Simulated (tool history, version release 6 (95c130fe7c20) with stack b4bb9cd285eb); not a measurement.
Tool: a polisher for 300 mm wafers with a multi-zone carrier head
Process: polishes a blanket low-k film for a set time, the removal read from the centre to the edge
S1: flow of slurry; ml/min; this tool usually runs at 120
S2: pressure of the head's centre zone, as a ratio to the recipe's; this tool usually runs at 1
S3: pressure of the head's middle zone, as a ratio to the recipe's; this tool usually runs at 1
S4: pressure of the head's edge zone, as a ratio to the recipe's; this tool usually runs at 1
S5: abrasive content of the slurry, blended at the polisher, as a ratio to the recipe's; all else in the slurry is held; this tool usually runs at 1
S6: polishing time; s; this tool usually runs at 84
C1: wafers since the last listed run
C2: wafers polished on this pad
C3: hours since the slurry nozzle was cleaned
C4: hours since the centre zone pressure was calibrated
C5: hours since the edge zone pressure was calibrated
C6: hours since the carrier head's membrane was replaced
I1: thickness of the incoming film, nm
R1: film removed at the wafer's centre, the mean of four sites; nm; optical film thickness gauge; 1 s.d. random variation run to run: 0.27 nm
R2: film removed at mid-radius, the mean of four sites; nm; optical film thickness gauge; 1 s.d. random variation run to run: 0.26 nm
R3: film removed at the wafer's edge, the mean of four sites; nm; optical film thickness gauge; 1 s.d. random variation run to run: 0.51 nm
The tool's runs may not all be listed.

run,hour,S1,S2,S3,S4,S5,S6,C1,C2,C3,C4,C5,C6,I1,R1,R2,R3
1,0,105,1,1,1,1,84,0,205,527.8,1311.3,364.1,1554.7,548.3,36.6,36.7,39.2
2,7.7,105,1,1,1,1,84,57,263,535.5,1319,371.8,1562.4,550,36.7,37.1,38.5
3,18,120,1,1,1,1,84,77,340,545.8,1329.3,382.1,1572.7,557.2,38,37.8,39.5
4,26,120,1,1,1,1,84,59,400,553.8,1337.3,390.1,1580.7,552.2,38.1,37.9,40.1
5,34.7,120,1,1,1,1,84,65,465,562.5,1346,398.8,1589.4,553.3,38.1,38.3,40.1
# hour 46.6: slurry nozzle cleaned
6,49,120,0.95,1,1.05,1,84,99,565,2.4,1360.3,413.1,1603.7,561.4,35.6,37.5,40.2
# hour 62.5: carrier head's membrane replaced by a new one
7,63,120,0.95,1,1.05,1,84,67,632,16.4,1374.3,427.1,0.5,541.8,36,37.3,41.2
8,73.2,120,1,1,1.08,1,99,76,709,26.6,1384.5,437.3,10.7,558.4,44.3,44.2,48.1
9,88.5,120,1,1,1.08,1,99,114,823,41.9,1399.8,452.6,26,549.6,44.2,43.8,47.4
10,96.1,120,1,1,1,0.9,64,56,880,49.5,1407.4,460.2,33.6,545.3,27.5,27.2,28.1
# hour 101.3: centre zone pressure recalibrated
11,107.6,120,1,1,0.9,1,84,71,952,61,6.3,471.7,45.1,550.2,37.8,37.6,37.1
12,114.2,95,1,1,1,1,84,49,1001,67.6,12.9,478.3,51.7,546.5,35,34.5,37.3
13,132.1,120,1,1,1,1,84,134,1135,85.5,30.8,496.2,69.6,552.3,37.6,37.2,39.7
14,144.8,95,1,1.1,0.91,0.8,84,95,1231,98.2,43.5,508.9,82.3,560.6,31.4,34.1,32.2

Run 15, settings as shown, results not yet in. Your forecast:
# hour 151.4: worn pad replaced by a new one
15,156.1,95,1,1,1,1.1,84,54,35,109.5,54.8,520.2,93.6,550.3,?,?,?

R1: 34.2 nm
R2: 35 nm
R3: 37.8 nm
Were there no unlogged condition in the tool, this run, its random variation unchanged, would have produced R1 37 nm, R2 37.8 nm, R3 40.8 nm.
